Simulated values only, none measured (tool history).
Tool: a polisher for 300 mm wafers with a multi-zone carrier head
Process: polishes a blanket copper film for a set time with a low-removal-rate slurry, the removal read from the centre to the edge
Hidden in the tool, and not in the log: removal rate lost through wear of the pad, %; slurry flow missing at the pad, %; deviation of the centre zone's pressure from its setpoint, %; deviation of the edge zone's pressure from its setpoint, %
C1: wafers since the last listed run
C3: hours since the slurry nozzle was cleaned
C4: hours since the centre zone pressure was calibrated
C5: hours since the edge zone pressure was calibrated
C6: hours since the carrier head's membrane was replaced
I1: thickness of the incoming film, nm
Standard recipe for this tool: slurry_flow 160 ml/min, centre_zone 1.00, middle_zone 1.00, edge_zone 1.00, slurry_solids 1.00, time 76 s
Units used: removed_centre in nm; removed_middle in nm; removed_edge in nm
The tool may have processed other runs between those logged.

run 1 hour=0.0 | slurry_flow=160 centre_zone=1.00 middle_zone=1.00 edge_zone=1.00 slurry_solids=1.00 time=76 | C1=0 wafers_polished_on_this_pad=3557 C3=485.8 C4=772.2 C5=204.6 C6=103.7 | I1=1491.6 | removed_centre=325.9 removed_middle=307.4 removed_edge=311.2
run 2 hour=83.6 | slurry_flow=160 centre_zone=1.00 middle_zone=1.00 edge_zone=1.00 slurry_solids=1.00 time=76 | C1=673 wafers_polished_on_this_pad=4230 C3=569.4 C4=855.8 C5=288.2 C6=187.3 | I1=1478.2 | removed_centre=331.7 removed_middle=311.0 removed_edge=310.9
-- hour=101.5 centre zone pressure recalibrated
run 3 hour=181.0 | slurry_flow=160 centre_zone=1.03 middle_zone=1.00 edge_zone=1.12 slurry_solids=1.00 time=66 | C1=768 wafers_polished_on_this_pad=4999 C3=666.8 C4=79.5 C5=385.6 C6=284.7 | I1=1482.9 | removed_centre=273.6 removed_middle=266.5 removed_edge=280.9
run 4 hour=282.6 | slurry_flow=160 centre_zone=0.91 middle_zone=0.92 edge_zone=1.00 slurry_solids=1.00 time=55 | C1=818 wafers_polished_on_this_pad=5818 C3=768.4 C4=181.1 C5=487.2 C6=386.3 | I1=1499.7 | removed_centre=204.7 removed_middle=210.5 removed_edge=222.9
-- hour=288.4 slurry nozzle cleaned
run 5 hour=353.0 | slurry_flow=195 centre_zone=1.00 middle_zone=0.94 edge_zone=1.00 slurry_solids=1.00 time=94 | C1=559 wafers_polished_on_this_pad=6377 C3=64.6 C4=251.5 C5=557.6 C6=456.7 | I1=1493.7 | removed_centre=399.0 removed_middle=362.3 removed_edge=386.5
-- hour=381.3 worn pad replaced by a new one
-- hour=541.1 edge zone pressure recalibrated
run 6 hour=546.8 | slurry_flow=160 centre_zone=1.00 middle_zone=1.00 edge_zone=1.00 slurry_solids=0.85 time=67 | C1=1513 wafers_polished_on_this_pad=1317 C3=258.4 C4=445.3 C5=5.7 C6=650.5 | I1=1501.0 | removed_centre=271.0 removed_middle=266.4 removed_edge=267.0
-- hour=639.9 carrier head's membrane replaced by a new one
run 7 hour=736.2 | slurry_flow=160 centre_zone=1.00 middle_zone=1.00 edge_zone=1.00 slurry_solids=1.00 time=76 | C1=1485 wafers_polished_on_this_pad=2803 C3=447.8 C4=634.7 C5=195.1 C6=96.3 | I1=1484.2 | removed_centre=329.0 removed_middle=310.8 removed_edge=310.3
-- hour=762.2 centre zone pressure recalibrated
run 8 hour=804.1 | slurry_flow=160 centre_zone=1.00 middle_zone=1.05 edge_zone=1.00 slurry_solids=1.25 time=76 | C1=530 wafers_polished_on_this_pad=3333 C3=515.7 C4=41.9 C5=263.0 C6=164.2 | I1=1459.0 | removed_centre=324.7 removed_middle=343.0 removed_edge=318.6
run 9 hour=867.0 | slurry_flow=160 centre_zone=1.00 middle_zone=0.89 edge_zone=1.00 slurry_solids=1.00 time=97 | C1=506 wafers_polished_on_this_pad=3840 C3=578.6 C4=104.8 C5=325.9 C6=227.1 | I1=1482.3 | removed_centre=404.5 removed_middle=355.9 removed_edge=396.8
run 10 hour=951.8 | slurry_flow=160 centre_zone=1.00 middle_zone=1.00 edge_zone=1.00 slurry_solids=1.00 time=93 | C1=683 wafers_polished_on_this_pad=4523 C3=663.4 C4=189.6 C5=410.7 C6=311.9 | I1=1494.5 | removed_centre=386.0 removed_middle=378.8 removed_edge=372.4
-- hour=987.7 slurry nozzle cleaned
run 11 hour=1023.9 | slurry_flow=160 centre_zone=1.00 middle_zone=1.00 edge_zone=1.00 slurry_solids=1.00 time=76 | C1=572 wafers_polished_on_this_pad=5096 C3=36.2 C4=261.7 C5=482.8 C6=384.0 | I1=1485.9 | removed_centre=318.7 removed_middle=313.9 removed_edge=310.7
run 12 hour=1075.3 | slurry_flow=160 centre_zone=1.00 middle_zone=0.94 edge_zone=0.96 slurry_solids=0.90 time=76 | C1=414 wafers_polished_on_this_pad=5510 C3=87.6 C4=313.1 C5=534.2 C6=435.4 | I1=1490.1 | removed_centre=315.7 removed_middle=287.2 removed_edge=296.6
run 13 hour=1126.2 | slurry_flow=160 centre_zone=1.09 middle_zone=1.00 edge_zone=1.00 slurry_solids=1.00 time=92 | C1=410 wafers_polished_on_this_pad=5921 C3=138.5 C4=364.0 C5=585.1 C6=486.3 | I1=1490.3 | removed_centre=431.8 removed_middle=380.7 removed_edge=370.1
run 14 hour=1193.4 | slurry_flow=160 centre_zone=1.00 middle_zone=1.00 edge_zone=1.00 slurry_solids=1.00 time=76 | C1=541 wafers_polished_on_this_pad=6462 C3=205.7 C4=431.2 C5=652.3 C6=553.5 | I1=1481.7 | removed_centre=327.5 removed_middle=308.3 removed_edge=309.3
-- hour=1257.9 worn pad replaced by a new one
run 15 hour=1258.4 | slurry_flow=160 centre_zone=1.00 middle_zone=0.91 edge_zone=1.00 slurry_solids=1.00 time=76 | C1=491 wafers_polished_on_this_pad=3 C3=270.7 C4=496.2 C5=717.3 C6=618.5 | I1=1491.3 | removed_centre=330.1 removed_middle=282.5 removed_edge=310.0
run 16 hour=1326.6 | slurry_flow=185 centre_zone=1.00 middle_zone=1.05 edge_zone=1.00 slurry_solids=1.00 time=76 | C1=549 wafers_polished_on_this_pad=553 C3=338.9 C4=564.4 C5=785.5 C6=686.7 | I1=1478.9 | removed_centre=337.1 removed_middle=327.4 removed_edge=315.8
-- hour=1354.6 edge zone pressure recalibrated
-- hour=1432.3 carrier head's membrane replaced by a new one
run 17 hour=1432.8 | slurry_flow=185 centre_zone=1.00 middle_zone=0.91 edge_zone=1.00 slurry_solids=1.00 time=76 | C1=799 wafers_polished_on_this_pad=1352 C3=445.1 C4=670.6 C5=78.2 C6=0.5 | I1=1495.6 | removed_centre=334.1 removed_middle=291.9 removed_edge=315.9
run 18 hour=1512.7 | slurry_flow=110 centre_zone=1.00 middle_zone=1.00 edge_zone=0.88 slurry_solids=1.10 time=53 | C1=643 wafers_polished_on_this_pad=1996 C3=525.0 C4=750.5 C5=158.1 C6=80.4 | I1=1488.7 | removed_centre=228.3 removed_middle=207.1 removed_edge=197.8
run 19 hour=1579.7 | slurry_flow=160 centre_zone=1.00 middle_zone=0.90 edge_zone=0.95 slurry_solids=1.00 time=76 | C1=539 wafers_polished_on_this_pad=2536 C3=592.0 C4=817.5 C5=225.1 C6=147.4 | I1=1508.2 | removed_centre=341.1 removed_middle=285.7 removed_edge=300.2
-- hour=1595.1 centre zone pressure recalibrated
run 20 hour=1642.0 | slurry_flow=160 centre_zone=1.00 middle_zone=1.00 edge_zone=1.12 slurry_solids=1.00 time=76 | C1=485 wafers_polished_on_this_pad=3021 C3=654.3 C4=46.9 C5=287.4 C6=209.7 | I1=1492.5 | removed_centre=315.3 removed_middle=306.4 removed_edge=325.6

Below are 5 alternative next runs, each starting from the tool's condition after run 20. Predict each:
run A hour=1642.5 | slurry_flow=160 centre_zone=1.07 middle_zone=1.00 edge_zone=1.00 slurry_solids=1.00 time=76 | C1=4 wafers_polished_on_this_pad=3025 C3=654.8 C4=47.4 C5=287.9 C6=210.2 | I1=1488.5 | removed_centre=? removed_middle=? removed_edge=?
run B hour=1642.5 | slurry_flow=160 centre_zone=1.04 middle_zone=1.00 edge_zone=1.10 slurry_solids=1.15 time=59 | C1=4 wafers_polished_on_this_pad=3025 C3=654.8 C4=47.4 C5=287.9 C6=210.2 | I1=1488.5 | removed_centre=? removed_middle=? removed_edge=?
run C hour=1642.5 | slurry_flow=130 centre_zone=1.08 middle_zone=1.00 edge_zone=0.92 slurry_solids=0.80 time=76 | C1=4 wafers_polished_on_this_pad=3025 C3=654.8 C4=47.4 C5=287.9 C6=210.2 | I1=1488.5 | removed_centre=? removed_middle=? removed_edge=?
run D hour=1642.5 | slurry_flow=160 centre_zone=1.00 middle_zone=0.89 edge_zone=1.00 slurry_solids=1.00 time=76 | C1=4 wafers_polished_on_this_pad=3025 C3=654.8 C4=47.4 C5=287.9 C6=210.2 | I1=1488.5 | removed_centre=? removed_middle=? removed_edge=?
run E hour=1642.5 | slurry_flow=160 centre_zone=1.00 middle_zone=0.95 edge_zone=1.00 slurry_solids=1.00 time=87 | C1=4 wafers_polished_on_this_pad=3025 C3=654.8 C4=47.4 C5=287.9 C6=210.2 | I1=1488.5 | removed_centre=? removed_middle=? removed_edge=?

run=A removed_centre=329.1 removed_middle=315.4 removed_edge=313.9
run=B removed_centre=255.9 removed_middle=250.8 removed_edge=261.7
run=C removed_centre=310.4 removed_middle=296.3 removed_edge=285.6
run=D removed_centre=311.9 removed_middle=286.2 removed_edge=314.4
run=E removed_centre=357.2 removed_middle=345.9 removed_edge=359.6
Without the tool's unlogged condition, the same runs would have read:
run=A removed_centre=322.8 removed_middle=315.4 removed_edge=313.9
run=B removed_centre=251.0 removed_middle=250.9 removed_edge=261.7
run=C removed_centre=304.4 removed_middle=296.4 removed_edge=285.6
run=D removed_centre=305.9 removed_middle=286.2 removed_edge=314.4
run=E removed_centre=350.3 removed_middle=345.9 removed_edge=359.6

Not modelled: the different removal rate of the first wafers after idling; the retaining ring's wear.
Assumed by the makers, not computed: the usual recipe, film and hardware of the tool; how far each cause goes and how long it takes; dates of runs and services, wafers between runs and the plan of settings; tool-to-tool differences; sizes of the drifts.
